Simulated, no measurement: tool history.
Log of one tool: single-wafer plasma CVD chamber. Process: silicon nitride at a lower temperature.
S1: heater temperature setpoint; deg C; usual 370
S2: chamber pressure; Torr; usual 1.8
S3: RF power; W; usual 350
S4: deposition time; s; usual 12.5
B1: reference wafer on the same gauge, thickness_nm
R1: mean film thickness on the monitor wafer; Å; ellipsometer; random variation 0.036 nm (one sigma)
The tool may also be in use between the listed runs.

Run 1, hour 0: usual settings but S4 11.1 s; B1 20.503. Result: R1 160.71 Å.
Run 2, hour 14.3: usual settings; B1 20.504. Result: R1 181.23 Å.
Run 3, hour 43.1: usual settings; B1 20.483. Result: R1 180.99 Å.
Run 4, hour 66.9: usual settings; B1 20.5. Result: R1 181.36 Å.
Run 5, hour 96.7: usual settings; B1 20.506. Result: R1 181.71 Å.
Run 6, hour 122.6: usual settings; B1 20.498. Result: R1 182.05 Å.
Run 7, hour 157: usual settings; B1 20.489. Result: R1 181.62 Å.
At hour 167.8: capacitance manometer re-zeroed and calibrated.
Run 8, hour 173.2: usual settings; B1 20.491. Result: R1 178.43 Å.
Run 9, hour 199.4: usual settings but S3 375 W; B1 20.49. Result: R1 183.39 Å.
Run 10, hour 225.5: usual settings; B1 20.484. Result: R1 178.27 Å.
At hour 264.9: thermocouple changed; heater temperature recalibrated.
Run 11, hour 265.4: usual settings but S3 320 W, S4 10.1 s; B1 20.495. Result: R1 139.23 Å.
Run 12, hour 296.4: usual settings but S1 381 deg C, S2 1.99 Torr, S3 390 W, S4 14.3 s; B1 20.503. Result: R1 217.66 Å.
At hour 319.9: gauge calibrated.
Run 13, hour 327.5: usual settings but S1 381 deg C, S2 1.97 Torr, S3 405 W; B1 20.509. Result: R1 192.56 Å.
At hour 339.3: showerhead replaced.
At hour 387.2: RF generator calibrated.
Run 14, hour 390.7: usual settings but S1 362 deg C, S2 1.98 Torr, S3 325 W; B1 20.505. Result: R1 179.21 Å.
Run 15, hour 423.6: usual settings but S2 1.47 Torr; B1 20.488. Result: R1 168.31 Å.
Run 16, hour 449.8: usual settings but S1 355 deg C; B1 20.494. Result: R1 179.63 Å.
Run 17, hour 463.4: usual settings; B1 20.5. Result: R1 179.04 Å.
Run 18, hour 493.9: usual settings but S1 364 deg C, S2 2.2 Torr; B1 20.494. Result: R1 189.51 Å.

5 ways to go on from here, each from the tool as it stands after run 18. What would each give?
Run A, hour 494.3: usual settings; B1 ?. Result: R1 ?.
Run B, hour 494.3: usual settings but S1 381 deg C; B1 ?. Result: R1 ?.
Run C, hour 494.3: usual settings but S2 1.5 Torr; B1 ?. Result: R1 ?.
Run D, hour 494.3: usual settings but S1 364 deg C, S2 2.08 Torr, S3 370 W, S4 11.8 s; B1 ?. Result: R1 ?.
Run E, hour 494.3: usual settings but S3 375 W, S4 13.7 s; B1 ?. Result: R1 ?.

run      B1      R1
  A  20.491  178.38
  B  20.491  177.47
  C  20.491  168.92
  D  20.491  179.82
  E  20.491  200.89
Without the tool's hidden state the same runs would have given:
run      R1
  A  178.75
  B  177.84
  C  169.29
  D  180.17
  E  201.31

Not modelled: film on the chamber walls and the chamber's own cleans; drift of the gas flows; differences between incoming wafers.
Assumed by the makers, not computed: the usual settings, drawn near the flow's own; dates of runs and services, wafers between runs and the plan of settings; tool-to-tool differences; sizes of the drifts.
